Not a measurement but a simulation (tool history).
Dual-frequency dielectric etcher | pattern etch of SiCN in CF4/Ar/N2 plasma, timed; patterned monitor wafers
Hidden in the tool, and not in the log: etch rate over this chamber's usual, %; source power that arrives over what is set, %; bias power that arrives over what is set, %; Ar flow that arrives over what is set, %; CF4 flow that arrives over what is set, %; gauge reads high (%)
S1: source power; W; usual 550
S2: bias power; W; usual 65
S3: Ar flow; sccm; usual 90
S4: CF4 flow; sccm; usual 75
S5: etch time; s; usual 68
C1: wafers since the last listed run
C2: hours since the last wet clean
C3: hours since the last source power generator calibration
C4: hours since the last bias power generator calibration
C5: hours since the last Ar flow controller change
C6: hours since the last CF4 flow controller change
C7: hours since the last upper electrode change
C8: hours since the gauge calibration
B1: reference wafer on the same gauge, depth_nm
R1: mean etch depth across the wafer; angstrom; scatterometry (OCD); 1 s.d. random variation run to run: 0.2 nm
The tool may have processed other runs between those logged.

run    hour   S1  S2   S3  S4    S5    C1     C2      C3      C4      C5      C6      C7      C8    B1   R1
  1       0  690  65   90  75  49.5     0  517.2  3648.8  1821.8  4025.5   345.3  1975.2  2910.1    72  537
  2    51.5  550  65   90  75    68   588  568.7  3700.3  1873.3    4077   396.8  2026.7  2961.6    72  654
  3   105.4  550  65  108  75    75   616  622.6  3754.2  1927.2  4130.9   450.7  2080.6  3015.5  72.1  699
  4   175.4  550  65   90  64    68   800  692.6  3824.2  1997.2  4200.9   520.7  2150.6  3085.5  71.9  634
      206.5  -- wet clean of the chamber
      215.6  -- source power generator calibrated
      228.8  -- gauge calibrated
  5   272.4  600  52  103  75  86.5   788   65.9    56.8  2094.2  4297.9   617.7  2247.6    43.6    72  789
      335.4  -- CF4 flow controller replaced, repeated, since the last time left the tool worse
  6   351.5  550  52   90  75    68   835    145   135.9  2173.3    4377    16.1  2326.7   122.7    72  599
  7   395.6  420  65   90  75    68   504  189.1     180  2217.4  4421.1    60.2  2370.8   166.8    72  565
  8   433.5  550  65   90  75    68   433    227   217.9  2255.3    4459    98.1  2408.7   204.7    72  647
  9   531.4  550  65   75  87    68  1119  324.9   315.8  2353.2  4556.9     196  2506.6   302.6    72  679
      550.4  -- Ar flow controller replaced
 10     622  550  70   90  75    68   967  415.5   406.4  2443.8    71.6   286.6  2597.2   393.2    72  659
 11   726.8  550  65   90  75    68  1198  520.3   511.2  2548.6   176.4   391.4    2702     498  71.9  639
      807.4  -- upper electrode replaced
 12   807.9  550  65   90  75    68   652  601.4   592.3  2629.7   257.5   472.5     0.5   579.1    72  640
        813  -- bias power generator calibrated
      865.2  -- wet clean of the chamber
 13   873.2  550  65   90  75    68   426      8   657.6    60.2   322.8   537.8    65.8   644.4    72  639
 14   939.6  550  65   90  75    68   759   74.4     724   126.6   389.2   604.2   132.2   710.8    72  640
 15   985.3  430  77  100  75  60.5   522  120.1   769.7   172.3   434.9   649.9   177.9   756.5    72  528
 16    1074  490  65   90  75    68  1013  208.8   858.4     261   523.6   738.6   266.6   845.2  72.1  603
 17  1144.1  550  74   90  69  60.5   801  278.9   928.5   331.1   593.7   808.7   336.7   915.3    72  584
 18  1191.7  550  65   77  75    68   544  326.5   976.1   378.7   641.3   856.3   384.3   962.9  72.1  661
 19    1415  550  65   90  84  74.5  2552  549.8  1199.4     602   864.6  1079.6   607.6  1186.2  72.1  714
 20    1498  450  80   90  75  51.5   948  632.8  1282.4     685   947.6  1162.6   690.6  1269.2  71.9  474

For each entry between runs, how does the tool's hidden state at the last listed run before it compare with that at the first listed run after it?
Runs 4 to 5: wet clean of the chamber (hour 206.5); source power generator calibrated (hour 215.6); gauge calibrated (hour 228.8)
  CF4 flow that arrives over what is set, %: 8.93 -> 8.65
  measured less the result without the state, R1: +10 -> +12 angstrom
Runs 5 to 6: CF4 flow controller replaced, repeated, since the last time left the tool worse (hour 335.4)
  CF4 flow that arrives over what is set, %: 8.65 -> -0.773
  measured less the result without the state, R1: +12 -> +0 angstrom
Runs 9 to 10: Ar flow controller replaced (hour 550.4)
  CF4 flow that arrives over what is set, %: -1.29 -> -1.55
  measured less the result without the state, R1: -1 -> -2 angstrom
Runs 11 to 12: upper electrode replaced (hour 807.4)
  CF4 flow that arrives over what is set, %: -1.85 -> -2.09
  measured less the result without the state, R1: -3 -> -3 angstrom
Runs 12 to 13: bias power generator calibrated (hour 813); wet clean of the chamber (hour 865.2)
  CF4 flow that arrives over what is set, %: -2.09 -> -2.27
  measured less the result without the state, R1: -3 -> -3 angstrom
